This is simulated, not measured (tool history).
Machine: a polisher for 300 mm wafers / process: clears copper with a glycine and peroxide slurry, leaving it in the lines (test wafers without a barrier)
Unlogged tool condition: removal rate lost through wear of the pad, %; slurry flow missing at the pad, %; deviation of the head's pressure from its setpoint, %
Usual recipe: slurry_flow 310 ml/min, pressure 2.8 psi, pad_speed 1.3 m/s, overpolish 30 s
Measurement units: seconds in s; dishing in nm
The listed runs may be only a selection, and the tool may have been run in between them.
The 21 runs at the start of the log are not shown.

run,day,slurry_flow,pressure,pad_speed,overpolish,wafers since the last listed run,wafers polished on this pad,hours since the slurry nozzle was cleaned,hours since the head pressure was calibrated,"incoming thickness of the incoming film, nm",seconds,dishing
22,63.375,230,3.4,1.3,30,627,906,230.5,1319.3,727.5,86.3,52
23,65.888,310,2.8,1.48,19,380,1287,290.8,1379.6,736.2,87.8,46.8
24,70.067,310,2.8,1.3,30,633,1920,391.1,1479.9,727.3,93.4,51.3
# day 70.383: head pressure recalibrated
25,74.225,310,3.2,1,30,617,2538,490.9,92.2,736.5,121.4,49.9
26,77.596,310,3.2,1.46,30,511,3049,571.8,173.1,730.7,86.6,51.5
# day 80.062: slurry nozzle cleaned
# day 81.583: worn pad replaced by a new one
27,81.604,380,2.2,1.3,41,576,2,37,269.3,718.7,117.5,49.2
28,85.033,385,2.3,1.3,30,519,522,119.3,351.6,735,114.9,48.9
29,87.242,310,2.8,1.3,30,334,857,172.3,404.6,735.5,101.9,51.2
30,90.5,260,2.8,1.3,30,494,1351,250.5,482.8,734.1,104.9,50.9
31,92.046,310,2.8,1.12,30,234,1586,287.6,519.9,728.4,113.2,50.3
32,96.462,310,2.8,1.3,30,669,2255,393.6,625.9,737.7,100.7,50.5
33,98.296,280,3.2,1.14,20,277,2533,437.6,669.9,731.1,102.7,46.3

Alternative continuations, all from the tool just after run 33; predict every row:
A,98.317,310,2.8,1.3,30,3,2536,438.1,670.4,719.5,?,?
B,98.317,310,3.6,1.3,30,3,2536,438.1,670.4,719.5,?,?
C,98.317,310,2.8,1.5,25,3,2536,438.1,670.4,719.5,?,?
D,98.317,310,2.8,1.6,30,3,2536,438.1,670.4,719.5,?,?
E,98.317,310,2.1,1.08,41,3,2536,438.1,670.4,719.5,?,?

run,seconds,dishing
A,97.3,50.9
B,81.2,52.9
C,85.9,50
D,81.1,51.1
E,137.3,50.6
Without the tool's unlogged condition, the same runs would have read:
run,seconds,dishing
A,100.5,50.5
B,83.9,52.5
C,88.8,49.6
D,83.9,50.8
E,141.5,50.2

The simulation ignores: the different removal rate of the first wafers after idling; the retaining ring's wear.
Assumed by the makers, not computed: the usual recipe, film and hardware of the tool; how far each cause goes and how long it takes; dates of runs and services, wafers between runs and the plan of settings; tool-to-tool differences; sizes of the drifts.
